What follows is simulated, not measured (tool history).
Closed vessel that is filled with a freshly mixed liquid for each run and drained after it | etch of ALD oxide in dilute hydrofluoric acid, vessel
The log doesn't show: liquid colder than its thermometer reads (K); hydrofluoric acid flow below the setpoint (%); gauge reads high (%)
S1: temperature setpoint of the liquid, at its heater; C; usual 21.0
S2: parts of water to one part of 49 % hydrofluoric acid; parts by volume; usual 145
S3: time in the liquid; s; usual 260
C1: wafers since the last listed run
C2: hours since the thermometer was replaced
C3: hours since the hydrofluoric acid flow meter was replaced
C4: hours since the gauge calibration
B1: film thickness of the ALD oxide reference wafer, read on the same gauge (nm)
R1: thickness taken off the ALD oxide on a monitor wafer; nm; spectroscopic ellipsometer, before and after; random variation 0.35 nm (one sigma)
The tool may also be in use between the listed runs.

run	hour	S1	S2	S3	C1	C2	C3	C4	B1	R1
1	0.0	21.0	145	335	0	1200.6	1291.9	3320.9	120.04	59.61
2	38.3	21.0	145	335	4305	1238.9	1330.2	3359.2	119.99	59.00
3	68.3	21.0	145	260	3372	1268.9	1360.2	3389.2	120.02	45.96
# hour 87.2: gauge calibrated
4	93.5	21.0	145	260	2832	1294.1	1385.4	6.3	119.96	45.61
# hour 152.1: hydrofluoric acid flow meter replaced
5	152.6	23.5	145	260	6530	1353.2	0.5	65.4	120.00	49.61
6	218.2	23.5	145	260	7373	1418.8	66.1	131.0	120.00	48.95
7	281.3	17.5	115	260	7092	1481.9	129.2	194.1	120.01	50.33
# hour 297.9: thermometer replaced
8	337.2	17.5	115	260	6171	39.3	185.1	250.0	119.98	49.96
9	380.6	21.0	145	260	4878	82.7	228.5	293.4	120.00	44.22
10	438.3	17.0	205	165	6485	140.4	286.2	351.1	120.01	16.03
11	485.7	23.0	145	260	5328	187.8	333.6	398.5	119.99	47.65
12	552.9	23.5	145	110	7553	255.0	400.8	465.7	119.99	20.61
# hour 564.2: hydrofluoric acid flow meter replaced, repeated, since the last time left the tool worse
13	623.6	21.0	145	260	7834	325.7	59.4	536.4	119.99	48.05
14	656.9	21.0	200	260	3743	359.0	92.7	569.7	119.99	32.45
15	720.6	21.0	215	200	7160	422.7	156.4	633.4	120.01	22.80
16	777.0	21.0	145	380	6339	479.1	212.8	689.8	120.02	69.32
17	832.3	21.0	145	260	6216	534.4	268.1	745.1	120.00	47.55
18	879.0	19.5	125	260	5249	581.1	314.8	791.8	120.00	52.53
19	929.0	21.0	145	260	5620	631.1	364.8	841.8	120.04	47.13
20	964.9	23.5	210	120	4035	667.0	400.7	877.7	119.99	15.46
21	1005.5	21.0	145	260	4563	707.6	441.3	918.3	120.00	46.74
22	1074.1	24.0	215	260	7711	776.2	509.9	986.9	119.99	32.89
23	1110.0	21.0	145	260	4035	812.1	545.8	1022.8	119.99	46.85
24	1154.4	17.5	145	120	4990	856.5	590.2	1067.2	119.98	19.00
25	1337.9	21.0	195	390	20626	1040.0	773.7	1250.7	120.01	49.20
26	1372.0	25.0	185	210	3833	1074.1	807.8	1284.8	120.02	32.97
27	1441.6	21.0	145	260	7823	1143.7	877.4	1354.4	120.00	46.37
28	1465.6	21.0	145	260	2697	1167.7	901.4	1378.4	119.97	46.80
29	1514.9	18.0	145	260	5541	1217.0	950.7	1427.7	120.02	41.45
30	1546.6	17.0	165	175	3563	1248.7	982.4	1459.4	120.00	22.84
31	1574.9	17.5	145	120	3181	1277.0	1010.7	1487.7	120.00	18.39
32	1629.7	23.0	145	370	6159	1331.8	1065.5	1542.5	120.01	71.10
33	1700.7	22.5	145	380	7980	1402.8	1136.5	1613.5	120.04	70.99
34	1761.8	19.5	180	205	6868	1463.9	1197.6	1674.6	120.05	26.41

How the hidden state differs across the entries between the runs, from the last listed run before each to the first after it:
Between runs 3 and 4: gauge calibrated (hour 87.2)
  hydrofluoric acid flow below the setpoint (%): 3.04 -> 3.09
  measured less the result without the state, R1: -1.67 -> -1.69 nm
Between runs 4 and 5: hydrofluoric acid flow meter replaced (hour 152.1)
  hydrofluoric acid flow below the setpoint (%): 3.09 -> 5.4
  measured less the result without the state, R1: -1.69 -> -3.32 nm
Between runs 7 and 8: thermometer replaced (hour 297.9)
  hydrofluoric acid flow below the setpoint (%): 5.68 -> 5.81
  measured less the result without the state, R1: -3.42 -> -3.47 nm
Between runs 12 and 13: hydrofluoric acid flow meter replaced, repeated, since the last time left the tool worse (hour 564.2)
  hydrofluoric acid flow below the setpoint (%): 6.28 -> 0.622
  measured less the result without the state, R1: -1.63 -> -0.35 nm
